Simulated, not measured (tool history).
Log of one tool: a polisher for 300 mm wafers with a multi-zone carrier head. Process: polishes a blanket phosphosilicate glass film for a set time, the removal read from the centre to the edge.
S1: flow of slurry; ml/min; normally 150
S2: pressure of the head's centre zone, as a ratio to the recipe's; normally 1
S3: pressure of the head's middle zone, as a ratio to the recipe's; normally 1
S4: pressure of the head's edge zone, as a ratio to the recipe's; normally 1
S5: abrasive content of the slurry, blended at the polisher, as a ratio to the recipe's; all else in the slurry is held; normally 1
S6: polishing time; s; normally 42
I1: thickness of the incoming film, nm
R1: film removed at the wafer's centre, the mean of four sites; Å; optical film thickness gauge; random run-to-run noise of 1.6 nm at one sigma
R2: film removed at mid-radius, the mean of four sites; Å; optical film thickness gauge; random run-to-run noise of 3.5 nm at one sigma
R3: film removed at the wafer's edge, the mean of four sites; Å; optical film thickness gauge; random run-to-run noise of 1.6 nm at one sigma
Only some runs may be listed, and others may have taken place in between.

| run | hour | S1 | S2 | S3 | S4 | S5 | S6 | I1 | R1 | R2 | R3 |
|---|---|---|---|---|---|---|---|---|---|---|---|
| 1 | 0 | 120 | 1 | 1 | 1.07 | 1 | 42 | 3766.2 | 2291 | 2333 | 2403 |
| 2 | 71 | 150 | 1 | 1 | 1 | 1 | 42 | 3855.2 | 2365 | 2413 | 2368 |
| 3 | 128.4 | 190 | 1 | 1.11 | 1 | 1 | 42 | 3774.5 | 2452 | 2633 | 2432 |
| 4 | 378.9 | 150 | 1.12 | 1 | 1 | 1 | 42 | 3777.1 | 2692 | 2439 | 2381 |
| 5 | 451.5 | 150 | 1 | 1.07 | 1 | 1 | 35 | 3768.2 | 1998 | 2131 | 1964 |
| 6 | 541.8 | 125 | 1 | 0.95 | 0.9 | 1 | 35 | 3726 | 1949 | 1905 | 1861 |
| 7 | 612.6 | 150 | 1.11 | 1 | 0.93 | 0.7 | 42 | 3788.3 | 2209 | 1944 | 1887 |
| 8 | 668.6 | 150 | 1 | 1 | 1 | 1.15 | 42 | 3737.9 | 2547 | 2507 | 2521 |
| 9 | 726 | 150 | 0.89 | 1.1 | 1 | 1 | 42 | 3831.3 | 2122 | 2588 | 2349 |
| 10 | 796.1 | 105 | 1.07 | 1 | 0.95 | 0.85 | 42 | 3776 | 2281 | 2068 | 2056 |
| 11 | 871.1 | 115 | 1 | 1 | 1 | 1 | 42 | 3781 | 2303 | 2352 | 2312 |
| 12 | 920.7 | 150 | 1 | 1.11 | 1 | 1 | 42 | 3788 | 2418 | 2614 | 2373 |
| 13 | 1025.9 | 150 | 1.12 | 1 | 0.96 | 1 | 42 | 3843.1 | 2694 | 2433 | 2338 |
| 14 | 1081.9 | 150 | 1 | 1 | 1 | 1 | 42 | 3807.2 | 2403 | 2362 | 2342 |
| 15 | 1179.2 | 150 | 1 | 1 | 1.03 | 1 | 42 | 3836.2 | 2394 | 2438 | 2404 |
| 16 | 1241.2 | 175 | 1.11 | 1.11 | 1 | 1.15 | 42 | 3849.7 | 2892 | 2820 | 2572 |
| 17 | 1313.7 | 150 | 1 | 1 | 1 | 1 | 34 | 3820.7 | 1931 | 1992 | 1917 |
| 18 | 1386.2 | 150 | 1 | 1 | 0.89 | 1 | 42 | 3804.6 | 2415 | 2432 | 2239 |
| 19 | 1436.4 | 150 | 1 | 1 | 1 | 1 | 42 | 3761.9 | 2380 | 2390 | 2364 |
| 20 | 1503.3 | 150 | 1 | 1 | 1 | 1 | 42 | 3822.9 | 2411 | 2388 | 2387 |

Not shown here: 11 entries made in the log between runs. Locate each between two listed runs and compare the hidden state at the listed run before it with the hidden state at the listed run after it:
From run 1 to run 2: worn pad replaced by a new one (hour 61.5)
  no hidden state differs between the two runs
From run 3 to run 4: centre zone pressure recalibrated (hour 133.3); slurry nozzle cleaned (hour 192.2)
  no hidden state differs between the two runs
From run 5 to run 6: carrier head's membrane replaced by a new one (hour 475.6)
  no hidden state differs between the two runs
From run 9 to run 10: worn pad replaced by a new one (hour 752.1)
  no hidden state differs between the two runs
From run 10 to run 11: edge zone pressure recalibrated (hour 846.6); centre zone pressure recalibrated (hour 848)
  no hidden state differs between the two runs
From run 11 to run 12: slurry nozzle cleaned (hour 905.3)
  no hidden state differs between the two runs
From run 14 to run 15: carrier head's membrane replaced by a new one (hour 1140.5)
  no hidden state differs between the two runs
From run 17 to run 18: worn pad replaced by a new one (hour 1326.5)
  no hidden state differs between the two runs
From run 18 to run 19: centre zone pressure recalibrated (hour 1416.5)
  no hidden state differs between the two runs
